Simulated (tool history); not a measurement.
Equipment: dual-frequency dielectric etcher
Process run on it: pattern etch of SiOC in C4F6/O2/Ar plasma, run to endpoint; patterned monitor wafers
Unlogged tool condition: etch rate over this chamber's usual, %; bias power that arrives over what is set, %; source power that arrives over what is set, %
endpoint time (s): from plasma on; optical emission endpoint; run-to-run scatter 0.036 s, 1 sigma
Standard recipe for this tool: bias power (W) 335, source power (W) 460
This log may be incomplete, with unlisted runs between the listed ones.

run	hour	bias power (W)	source power (W)	wafers since the last listed run	hours since the last wet clean	hours since the last bias power generator calibration	hours since the last source power generator calibration	hours since the last upper electrode change	incoming incoming film thickness, nm	endpoint time (s)
1	0	335	460	0	205.3	1222.9	2594.1	2782.5	32.69	11.1
2	63.8	284	500	1397	269.1	1286.7	2657.9	2846.3	33.22	11.3
3	136.3	284	500	1587	341.6	1359.2	2730.4	2918.8	32.92	11.2
4	178.8	335	460	930	384.1	1401.7	2772.9	2961.3	33.11	11.3
5	236.5	335	460	1263	441.8	1459.4	2830.6	3019	32.44	10.9
6	298	370	460	1346	503.3	1520.9	2892.1	3080.5	33.15	11
# hour 325.3: wet clean of the chamber
7	344.4	370	460	490	19.1	1567.3	2938.5	3126.9	33.15	10.9
8	428.5	389	460	1841	103.2	1651.4	3022.6	3211	32.96	10.8
9	468.9	389	460	884	143.6	1691.8	3063	3251.4	32.97	10.8
# hour 517.3: bias power generator calibrated
10	535.2	389	460	1364	209.9	17.9	3129.3	3317.7	33.35	10.7
11	589.1	335	460	1180	263.8	71.8	3183.2	3371.6	33.44	11.2
12	640.8	335	460	1132	315.5	123.5	3234.9	3423.3	33.08	11
13	681.1	335	460	882	355.8	163.8	3275.2	3463.6	33.03	10.9
14	777	280	460	2100	451.7	259.7	3371.1	3559.5	33.33	11.6
15	878.1	413	540	2214	552.8	360.8	3472.2	3660.6	33.19	9.8
# hour 968.5: wet clean of the chamber
16	978.4	335	460	1671	9.9	461.1	3572.5	3760.9	32.89	11
17	1069.7	335	420	1999	101.2	552.4	3663.8	3852.2	33.05	11.5
# hour 1331.6: source power generator calibrated
18	1366.4	300	570	6410	397.9	849.1	34.8	4148.9	33.32	10.8
19	1420.2	372	390	1178	451.7	902.9	88.6	4202.7	33.14	11.9
20	1486.8	418	550	1458	518.3	969.5	155.2	4269.3	33.04	9.9
21	1558.7	335	460	1574	590.2	1041.4	227.1	4341.2	33.22	11.4
# hour 1594.5: wet clean of the chamber
# hour 1610.3: upper electrode replaced
22	1640.4	335	460	918	45.9	1123.1	308.8	30.1	32.99	11.3
23	1710.3	391	360	1530	115.8	1193	378.7	100	33.16	12.1
24	1795.3	335	530	1861	200.8	1278	463.7	185	33.39	10.8
25	1845.5	303	460	1099	251	1328.2	513.9	235.2	32.98	11.6
26	1891.5	385	380	1007	297	1374.2	559.9	281.2	33.15	11.9
27	1976.9	335	460	1870	382.4	1459.6	645.3	366.6	33.15	11.4
28	2059.9	284	530	1817	465.4	1542.6	728.3	449.6	33.1	11.2
29	2122.9	390	500	1379	528.4	1605.6	791.3	512.6	33.23	10.6
30	2182.8	392	570	1311	588.3	1665.5	851.2	572.5	32.88	10
# hour 2224.2: wet clean of the chamber
# hour 2245.5: bias power generator calibrated
31	2267.9	256	500	1250	43.7	22.4	936.3	657.6	32.89	11.4
32	2311	256	460	943	86.8	65.5	979.4	700.7	33.2	12
33	2393.6	419	490	1808	169.4	148.1	1062	783.3	33.18	10.4
34	2498.8	304	560	2303	274.6	253.3	1167.2	888.5	33.1	10.6

Consider 5 possible next runs. They are alternatives, not a sequence: every one starts from the tool as it was left by run 34. What does each give?
A	2499.2	335	460	8	275	253.7	1167.6	888.9	33.2	?
B	2499.2	383	390	8	275	253.7	1167.6	888.9	33.2	?
C	2499.2	391	570	8	275	253.7	1167.6	888.9	33.2	?
D	2499.2	298	580	8	275	253.7	1167.6	888.9	33.2	?
E	2499.2	266	400	8	275	253.7	1167.6	888.9	33.2	?

run	endpoint time (s)
A	11.3
B	11.7
C	10
D	10.5
E	12.6
What these runs would have given with no unlogged condition in the tool:
run	endpoint time (s)
A	11.3
B	11.7
C	10
D	10.6
E	12.6
